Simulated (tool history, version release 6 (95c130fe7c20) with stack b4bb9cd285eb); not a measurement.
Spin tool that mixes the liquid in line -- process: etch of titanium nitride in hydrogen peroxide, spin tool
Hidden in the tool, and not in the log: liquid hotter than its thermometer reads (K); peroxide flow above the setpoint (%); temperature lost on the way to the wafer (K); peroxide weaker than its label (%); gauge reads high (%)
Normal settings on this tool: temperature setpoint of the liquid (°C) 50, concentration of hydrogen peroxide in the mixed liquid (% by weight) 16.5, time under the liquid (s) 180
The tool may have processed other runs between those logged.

run	hour	temperature setpoint of the liquid (°C)	concentration of hydrogen peroxide in the mixed liquid (% by weight)	time under the liquid (s)	wafers since the last listed run	hours since the thermometer was replaced	hours since the peroxide flow meter was replaced	hours since the heated supply line was repaired	hours since the drum of peroxide was connected	hours since the gauge calibration	read-back film thickness of the titanium nitride reference wafer, read on the same gauge (nm)	thickness taken off the titanium nitride on a monitor wafer (Å)
1	0	50	16.5	180	0	924.4	1109.5	851.7	633.4	79.7	129.999	39.93
2	12.3	50	16.5	180	122	936.7	1121.8	864	645.7	92	130.029	40.33
3	23.8	50	16.5	220	114	948.2	1133.3	875.5	657.2	103.5	130.006	49.29
4	30.2	50	16.5	220	63	954.6	1139.7	881.9	663.6	109.9	130.007	48.91
5	40.3	50	16.5	220	100	964.7	1149.8	892	673.7	120	130.003	48.47
6	85.7	50	16.5	180	450	1010.1	1195.2	937.4	719.1	165.4	130.028	39.55
7	100.6	50	16.5	180	147	1025	1210.1	952.3	734	180.3	130.072	39.49
# hour 105.2: thermometer replaced
8	114.4	50	16.5	180	127	9.2	1223.9	966.1	747.8	194.1	130.039	32.67
# hour 134.8: heated supply line repaired
# hour 140.9: peroxide flow meter replaced
# hour 143.3: gauge calibrated
9	167	50	16.5	180	502	61.8	26.1	32.2	800.4	23.7	129.999	43.67
10	182.2	52.5	16.5	180	150	77	41.3	47.4	815.6	38.9	130.025	53.08
# hour 196.5: new drum of peroxide connected
11	198.4	50	16.5	180	150	93.2	57.5	63.6	1.9	55.1	130.029	44.01
12	215.9	56	12.5	245	173	110.7	75	81.1	19.4	72.6	129.982	86.83
13	232.4	50	16.5	285	163	127.2	91.5	97.6	35.9	89.1	129.987	69.88
14	238.6	54	16.5	180	61	133.4	97.7	103.8	42.1	95.3	130.027	58.04
15	255.4	50	15	240	166	150.2	114.5	120.6	58.9	112.1	130.019	57.03
16	264.8	50	19.5	180	93	159.6	123.9	130	68.3	121.5	130.006	44.67
17	271.1	50	18	255	62	165.9	130.2	136.3	74.6	127.8	130.004	62.64

Hidden condition of the tool, last listed run before each entry between runs versus first listed run after:
In the gap between runs 7 and 8: thermometer replaced (hour 105.2)
  liquid hotter than its thermometer reads (K): 2.71 -> 0.184; temperature lost on the way to the wafer (K): 4.08 -> 4.14
  measured value less the no-hidden-state value, thickness taken off the titanium nitride on a monitor wafer (Å): -4.12 -> -10.93
In the gap between runs 8 and 9: heated supply line repaired (hour 134.8); peroxide flow meter replaced (hour 140.9); gauge calibrated (hour 143.3)
  liquid hotter than its thermometer reads (K): 0.184 -> 0.309; temperature lost on the way to the wafer (K): 4.14 -> 0.208
  measured value less the no-hidden-state value, thickness taken off the titanium nitride on a monitor wafer (Å): -10.93 -> +0.32
In the gap between runs 10 and 11: new drum of peroxide connected (hour 196.5)
  liquid hotter than its thermometer reads (K): 0.345 -> 0.383; temperature lost on the way to the wafer (K): 0.268 -> 0.333
  measured value less the no-hidden-state value, thickness taken off the titanium nitride on a monitor wafer (Å): +0.31 -> +0.16
